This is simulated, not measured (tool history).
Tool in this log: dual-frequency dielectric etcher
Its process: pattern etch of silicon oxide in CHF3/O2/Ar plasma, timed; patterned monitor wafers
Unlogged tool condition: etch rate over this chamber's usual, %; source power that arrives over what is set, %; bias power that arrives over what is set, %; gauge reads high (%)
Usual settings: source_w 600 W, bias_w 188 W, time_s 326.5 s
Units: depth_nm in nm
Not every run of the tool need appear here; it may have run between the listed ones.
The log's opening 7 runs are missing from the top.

| run | day | source_w | bias_w | time_s | wafers since the last listed run | hours since the last wet clean | hours since the last source power generator calibration | hours since the last bias power generator calibration | hours since the last upper electrode change | hours since the gauge calibration | read-back reference wafer on the same gauge, depth_nm | depth_nm |
|---|---|---|---|---|---|---|---|---|---|---|---|---|
|  | 18.492 | source power generator calibrated |
| 8 | 26.392 | 600 | 204 | 326.5 | 1332 | 250 | 189.6 | 2648.3 | 1404.6 | 2253.6 | 621.2 | 710.5 |
| 9 | 28.233 | 600 | 188 | 326.5 | 307 | 294.2 | 233.8 | 2692.5 | 1448.8 | 2297.8 | 621 | 681.7 |
| 10 | 30.238 | 600 | 188 | 326.5 | 334 | 342.3 | 281.9 | 2740.6 | 1496.9 | 2345.9 | 620.9 | 684.1 |
| 11 | 32.342 | 530 | 188 | 326.5 | 351 | 392.8 | 332.4 | 2791.1 | 1547.4 | 2396.4 | 621.4 | 647.9 |
|  | 36.55 | wet clean of the chamber |
| 12 | 37.525 | 480 | 154 | 271 | 698 | 23.4 | 456.8 | 2915.5 | 1671.8 | 2520.8 | 621.1 | 475.1 |
| 13 | 40.083 | 600 | 188 | 326.5 | 427 | 84.8 | 518.2 | 2976.9 | 1733.2 | 2582.2 | 621 | 685.2 |
| 14 | 41.308 | 670 | 226 | 277 | 204 | 114.2 | 547.6 | 3006.3 | 1762.6 | 2611.6 | 620.8 | 658.8 |
| 15 | 42.517 | 600 | 188 | 326.5 | 201 | 143.2 | 576.6 | 3035.3 | 1791.6 | 2640.6 | 621.4 | 684 |
| 16 | 43.596 | 740 | 156 | 408 | 180 | 169.1 | 602.5 | 3061.2 | 1817.5 | 2666.5 | 621.2 | 857.5 |
| 17 | 46.033 | 600 | 226 | 326.5 | 407 | 227.6 | 661 | 3119.7 | 1876 | 2725 | 621.1 | 738.8 |
|  | 54.65 | wet clean of the chamber |
|  | 54.667 | upper electrode replaced |
| 18 | 54.688 | 600 | 142 | 417.5 | 1276 | 0.9 | 868.7 | 3327.4 | 0.5 | 2932.7 | 621 | 772.9 |
| 19 | 55.604 | 550 | 188 | 254.5 | 153 | 22.9 | 890.7 | 3349.4 | 22.5 | 2954.7 | 621.1 | 514.5 |
| 20 | 57.575 | 510 | 205 | 370 | 329 | 70.2 | 938 | 3396.7 | 69.8 | 3002 | 621.2 | 754 |
|  | 58.388 | bias power generator calibrated |
|  | 59.746 | gauge calibrated |
| 21 | 66.408 | 600 | 188 | 326.5 | 1447 | 282.2 | 1150 | 192.5 | 281.8 | 159.9 | 620.5 | 684.5 |
| 22 | 69.858 | 460 | 161 | 326.5 | 576 | 365 | 1232.8 | 275.3 | 364.6 | 242.7 | 620.8 | 571.2 |
| 23 | 72.025 | 500 | 233 | 366 | 361 | 417 | 1284.8 | 327.3 | 416.6 | 294.7 | 621.2 | 786.1 |
|  | 73.35 | wet clean of the chamber |
| 24 | 74.325 | 600 | 188 | 326.5 | 217 | 23.4 | 1340 | 382.5 | 471.8 | 349.9 | 621 | 685.9 |
| 25 | 76.192 | 600 | 188 | 326.5 | 311 | 68.2 | 1384.8 | 427.3 | 516.6 | 394.7 | 621 | 682 |

Predict the results of run 26:
| 26 | 77.588 | 600 | 188 | 326.5 | 233 | 101.7 | 1418.3 | 460.8 | 550.1 | 428.2 | ? | ? |

{"run 26": {"read-back reference wafer on the same gauge, depth_nm": 621, "depth_nm": 687.6}}
Minus the tool's unlogged condition, the same run would have read depth_nm 687.6 nm.
